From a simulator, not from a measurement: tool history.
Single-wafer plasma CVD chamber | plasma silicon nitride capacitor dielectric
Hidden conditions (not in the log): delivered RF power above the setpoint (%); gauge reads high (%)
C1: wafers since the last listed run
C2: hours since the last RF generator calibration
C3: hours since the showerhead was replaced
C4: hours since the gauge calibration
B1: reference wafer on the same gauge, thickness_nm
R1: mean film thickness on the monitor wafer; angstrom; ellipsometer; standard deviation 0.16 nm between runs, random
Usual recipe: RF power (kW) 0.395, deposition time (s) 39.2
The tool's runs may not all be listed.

run 1 hour=0 | RF_power_(kW)=0.395 deposition_time_(s)=39.2 | C1=0 C2=1381.9 C3=4566.4 C4=1696.4 | B1=45.3 | R1=539.79
run 2 hour=32.7 | RF_power_(kW)=0.395 deposition_time_(s)=39.2 | C1=566 C2=1414.6 C3=4599.1 C4=1729.1 | B1=45.356 | R1=540.83
run 3 hour=102.5 | RF_power_(kW)=0.395 deposition_time_(s)=39.2 | C1=1209 C2=1484.4 C3=4668.9 C4=1798.9 | B1=45.315 | R1=537.28
run 4 hour=162.4 | RF_power_(kW)=0.395 deposition_time_(s)=39.2 | C1=1037 C2=1544.3 C3=4728.8 C4=1858.8 | B1=45.302 | R1=538.95
run 5 hour=208.6 | RF_power_(kW)=0.395 deposition_time_(s)=39.2 | C1=800 C2=1590.5 C3=4775 C4=1905 | B1=45.259 | R1=539.22
run 6 hour=249.1 | RF_power_(kW)=0.395 deposition_time_(s)=34.6 | C1=701 C2=1631 C3=4815.5 C4=1945.5 | B1=45.371 | R1=475.69
run 7 hour=319.1 | RF_power_(kW)=0.395 deposition_time_(s)=39.2 | C1=1212 C2=1701 C3=4885.5 C4=2015.5 | B1=45.276 | R1=539.73
run 8 hour=350.4 | RF_power_(kW)=0.395 deposition_time_(s)=39.2 | C1=542 C2=1732.3 C3=4916.8 C4=2046.8 | B1=45.321 | R1=537.26
run 9 hour=394.3 | RF_power_(kW)=0.395 deposition_time_(s)=39.2 | C1=760 C2=1776.2 C3=4960.7 C4=2090.7 | B1=45.306 | R1=540.22
run 10 hour=421.2 | RF_power_(kW)=0.395 deposition_time_(s)=39.2 | C1=466 C2=1803.1 C3=4987.6 C4=2117.6 | B1=45.314 | R1=541.72
run 11 hour=603.5 | RF_power_(kW)=0.395 deposition_time_(s)=39.2 | C1=3158 C2=1985.4 C3=5169.9 C4=2299.9 | B1=45.295 | R1=539.79
run 12 hour=674.4 | RF_power_(kW)=0.395 deposition_time_(s)=39.2 | C1=1228 C2=2056.3 C3=5240.8 C4=2370.8 | B1=45.262 | R1=540.14
run 13 hour=702.4 | RF_power_(kW)=0.395 deposition_time_(s)=39.2 | C1=485 C2=2084.3 C3=5268.8 C4=2398.8 | B1=45.274 | R1=540.25
run 14 hour=768.5 | RF_power_(kW)=0.395 deposition_time_(s)=42.7 | C1=1145 C2=2150.4 C3=5334.9 C4=2464.9 | B1=45.326 | R1=586.52
run 15 hour=813.9 | RF_power_(kW)=0.395 deposition_time_(s)=42.7 | C1=786 C2=2195.8 C3=5380.3 C4=2510.3 | B1=45.304 | R1=587.18
-- hour=844.8 gauge calibrated
run 16 hour=854.7 | RF_power_(kW)=0.395 deposition_time_(s)=42.6 | C1=706 C2=2236.6 C3=5421.1 C4=9.9 | B1=45.329 | R1=585.81
run 17 hour=913.3 | RF_power_(kW)=0.395 deposition_time_(s)=39.2 | C1=1015 C2=2295.2 C3=5479.7 C4=68.5 | B1=45.359 | R1=540.19
run 18 hour=967.8 | RF_power_(kW)=0.395 deposition_time_(s)=39.2 | C1=944 C2=2349.7 C3=5534.2 C4=123 | B1=45.287 | R1=540.23
run 19 hour=1022.8 | RF_power_(kW)=0.395 deposition_time_(s)=39.2 | C1=952 C2=2404.7 C3=5589.2 C4=178 | B1=45.292 | R1=535.43
-- hour=1055 RF generator calibrated
run 20 hour=1086 | RF_power_(kW)=0.395 deposition_time_(s)=44.5 | C1=956 C2=31 C3=5652.4 C4=241.2 | B1=45.29 | R1=613.11
run 21 hour=1144.1 | RF_power_(kW)=0.325 deposition_time_(s)=39.2 | C1=1006 C2=89.1 C3=5710.5 C4=299.3 | B1=45.293 | R1=499.03
run 22 hour=1354.1 | RF_power_(kW)=0.345 deposition_time_(s)=33.1 | C1=3638 C2=299.1 C3=5920.5 C4=509.3 | B1=45.278 | R1=433.12
run 23 hour=1400.8 | RF_power_(kW)=0.32 deposition_time_(s)=36.9 | C1=809 C2=345.8 C3=5967.2 C4=556 | B1=45.298 | R1=466.35
run 24 hour=1478.2 | RF_power_(kW)=0.395 deposition_time_(s)=39.2 | C1=1341 C2=423.2 C3=6044.6 C4=633.4 | B1=45.282 | R1=540.46
run 25 hour=1534.1 | RF_power_(kW)=0.395 deposition_time_(s)=39.2 | C1=968 C2=479.1 C3=6100.5 C4=689.3 | B1=45.243 | R1=539.69
run 26 hour=1576.1 | RF_power_(kW)=0.465 deposition_time_(s)=34.6 | C1=727 C2=521.1 C3=6142.5 C4=731.3 | B1=45.332 | R1=505.52
run 27 hour=1601.1 | RF_power_(kW)=0.45 deposition_time_(s)=36.2 | C1=433 C2=546.1 C3=6167.5 C4=756.3 | B1=45.338 | R1=521.18
run 28 hour=1672.7 | RF_power_(kW)=0.395 deposition_time_(s)=39.2 | C1=1240 C2=617.7 C3=6239.1 C4=827.9 | B1=45.348 | R1=540.73
run 29 hour=1732 | RF_power_(kW)=0.395 deposition_time_(s)=36.8 | C1=1027 C2=677 C3=6298.4 C4=887.2 | B1=45.277 | R1=508.91
run 30 hour=1759.4 | RF_power_(kW)=0.425 deposition_time_(s)=39.2 | C1=474 C2=704.4 C3=6325.8 C4=914.6 | B1=45.363 | R1=552.83
run 31 hour=1815.1 | RF_power_(kW)=0.32 deposition_time_(s)=39.2 | C1=965 C2=760.1 C3=6381.5 C4=970.3 | B1=45.322 | R1=494.4
run 32 hour=1885.9 | RF_power_(kW)=0.465 deposition_time_(s)=39.2 | C1=1226 C2=830.9 C3=6452.3 C4=1041.1 | B1=45.32 | R1=575.02
-- hour=1897.7 showerhead replaced
run 33 hour=1931.5 | RF_power_(kW)=0.395 deposition_time_(s)=39.2 | C1=651 C2=876.5 C3=33.8 C4=1086.7 | B1=45.311 | R1=539.32
run 34 hour=1998.9 | RF_power_(kW)=0.395 deposition_time_(s)=39.2 | C1=1167 C2=943.9 C3=101.2 C4=1154.1 | B1=45.308 | R1=538.11
run 35 hour=2029.7 | RF_power_(kW)=0.335 deposition_time_(s)=35.3 | C1=533 C2=974.7 C3=132 C4=1184.9 | B1=45.311 | R1=454.29
run 36 hour=2084.8 | RF_power_(kW)=0.355 deposition_time_(s)=32.1 | C1=954 C2=1029.8 C3=187.1 C4=1240 | B1=45.321 | R1=423.43
run 37 hour=2140.1 | RF_power_(kW)=0.455 deposition_time_(s)=35 | C1=958 C2=1085.1 C3=242.4 C4=1295.3 | B1=45.325 | R1=508.81
run 38 hour=2183 | RF_power_(kW)=0.43 deposition_time_(s)=32.5 | C1=743 C2=1128 C3=285.3 C4=1338.2 | B1=45.262 | R1=462.03
run 39 hour=2250.5 | RF_power_(kW)=0.455 deposition_time_(s)=34.4 | C1=1169 C2=1195.5 C3=352.8 C4=1405.7 | B1=45.296 | R1=498.21
run 40 hour=2286.7 | RF_power_(kW)=0.335 deposition_time_(s)=45.8 | C1=627 C2=1231.7 C3=389 C4=1441.9 | B1=45.317 | R1=588.66
run 41 hour=2345 | RF_power_(kW)=0.44 deposition_time_(s)=43.4 | C1=1010 C2=1290 C3=447.3 C4=1500.2 | B1=45.311 | R1=620.37
run 42 hour=2407.2 | RF_power_(kW)=0.47 deposition_time_(s)=32.7 | C1=1077 C2=1352.2 C3=509.5 C4=1562.4 | B1=45.276 | R1=481.03
run 43 hour=2465.3 | RF_power_(kW)=0.36 deposition_time_(s)=39.2 | C1=1006 C2=1410.3 C3=567.6 C4=1620.5 | B1=45.307 | R1=522.12

Give the tool's hidden conditions for every run:
delivered RF power above the setpoint (%): 0, the same for each run
gauge reads high (%): 0, the same for each run
